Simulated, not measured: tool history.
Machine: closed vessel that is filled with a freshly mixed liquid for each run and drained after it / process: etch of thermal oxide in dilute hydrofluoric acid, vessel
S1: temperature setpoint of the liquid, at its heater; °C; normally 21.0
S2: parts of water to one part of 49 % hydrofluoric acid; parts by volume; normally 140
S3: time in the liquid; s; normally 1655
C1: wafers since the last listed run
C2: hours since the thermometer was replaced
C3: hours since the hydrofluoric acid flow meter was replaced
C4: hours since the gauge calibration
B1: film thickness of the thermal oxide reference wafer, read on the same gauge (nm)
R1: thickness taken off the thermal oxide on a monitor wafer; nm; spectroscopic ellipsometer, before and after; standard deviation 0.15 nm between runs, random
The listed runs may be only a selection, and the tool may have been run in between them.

Run 1, day 0.000: usual settings; C1 0; C2 670.9; C3 435.3; C4 613.1; B1 80.00. Result: R1 45.35 nm.
Run 2, day 1.612: usual settings; C1 1310; C2 709.6; C3 474.0; C4 651.8; B1 80.01. Result: R1 45.18 nm.
Run 3, day 2.850: usual settings; C1 1005; C2 739.3; C3 503.7; C4 681.5; B1 80.04. Result: R1 45.55 nm.
Run 4, day 5.617: usual settings; C1 2247; C2 805.7; C3 570.1; C4 747.9; B1 80.01. Result: R1 45.38 nm.
Run 5, day 7.500: usual settings; C1 1530; C2 850.9; C3 615.3; C4 793.1; B1 79.97. Result: R1 45.39 nm.
Run 6, day 9.167: usual settings; C1 1354; C2 890.9; C3 655.3; C4 833.1; B1 80.01. Result: R1 45.11 nm.
Run 7, day 11.871: usual settings; C1 2197; C2 955.8; C3 720.2; C4 898.0; B1 79.99. Result: R1 44.86 nm.
Run 8, day 14.842: usual settings; C1 2413; C2 1027.1; C3 791.5; C4 969.3; B1 80.02. Result: R1 44.77 nm.
At day 16.608: gauge calibrated.
Run 9, day 17.429: usual settings; C1 2102; C2 1089.2; C3 853.6; C4 19.7; B1 80.01. Result: R1 44.98 nm.
Run 10, day 18.788: usual settings; C1 1103; C2 1121.8; C3 886.2; C4 52.3; B1 80.02. Result: R1 45.05 nm.
Run 11, day 23.904: usual settings but S2 125 parts by volume; C1 4157; C2 1244.6; C3 1009.0; C4 175.1; B1 80.02. Result: R1 50.99 nm.
At day 25.212: hydrofluoric acid flow meter replaced.
Run 12, day 26.421: usual settings but S2 75 parts by volume, S3 2540 s; C1 2010; C2 1305.0; C3 29.0; C4 235.5; B1 79.98. Result: R1 135.27 nm.
Run 13, day 27.733: usual settings but S1 19.5 °C, S2 75 parts by volume, S3 1025 s; C1 1066; C2 1336.5; C3 60.5; C4 267.0; B1 80.00. Result: R1 51.35 nm.
Run 14, day 28.908: usual settings but S3 2335 s; C1 954; C2 1364.7; C3 88.7; C4 295.2; B1 80.00. Result: R1 61.40 nm.
Run 15, day 31.658: usual settings but S1 18.5 °C, S2 115 parts by volume, S3 2290 s; C1 2234; C2 1430.7; C3 154.7; C4 361.2; B1 80.01. Result: R1 67.82 nm.
Run 16, day 33.471: usual settings but S1 19.5 °C, S2 165 parts by volume, S3 1275 s; C1 1472; C2 1474.2; C3 198.2; C4 404.7; B1 80.00. Result: R1 26.05 nm.
At day 35.783: hydrofluoric acid flow meter replaced, repeated, since the last time left the tool worse.
Run 17, day 35.904: usual settings; C1 1943; C2 1532.6; C3 2.9; C4 463.1; B1 80.02. Result: R1 46.00 nm.
At day 36.083: thermometer replaced.
Run 18, day 38.142: usual settings; C1 1784; C2 49.4; C3 56.6; C4 516.8; B1 80.00. Result: R1 46.14 nm.
Run 19, day 40.438: usual settings but S1 24.5 °C; C1 1865; C2 104.5; C3 111.7; C4 571.9; B1 80.02. Result: R1 52.60 nm.
Run 20, day 41.854: usual settings but S1 19.5 °C, S2 75 parts by volume, S3 2465 s; C1 1151; C2 138.5; C3 145.7; C4 605.9; B1 80.00. Result: R1 129.13 nm.
Run 21, day 44.071: usual settings but S1 24.0 °C; C1 1801; C2 191.7; C3 198.9; C4 659.1; B1 79.97. Result: R1 51.68 nm.
Run 22, day 46.175: usual settings but S1 19.5 °C, S2 75 parts by volume, S3 2465 s; C1 1709; C2 242.2; C3 249.4; C4 709.6; B1 80.02. Result: R1 128.70 nm.
Run 23, day 48.458: usual settings but S1 25.5 °C, S2 95 parts by volume; C1 1855; C2 297.0; C3 304.2; C4 764.4; B1 79.96. Result: R1 85.13 nm.

Hidden state, per run?
liquid colder than its thermometer reads (K): 0 across all the runs
gauge reads high (%): 0 across all the runs
H1: hydrofluoric acid flow below the setpoint (%)
run      H1
  1    1.36
  2    1.45
  3    1.52
  4    1.68
  5    1.79
  6    1.88
  7    2.04
  8    2.21
  9    2.36
 10    2.43
 11    2.73
 12    4.63
 13     4.7
 14    4.77
 15    4.92
 16    5.03
 17  0.0108
 18   0.139
 19    0.27
 20    0.35
 21   0.477
 22   0.597
 23   0.727

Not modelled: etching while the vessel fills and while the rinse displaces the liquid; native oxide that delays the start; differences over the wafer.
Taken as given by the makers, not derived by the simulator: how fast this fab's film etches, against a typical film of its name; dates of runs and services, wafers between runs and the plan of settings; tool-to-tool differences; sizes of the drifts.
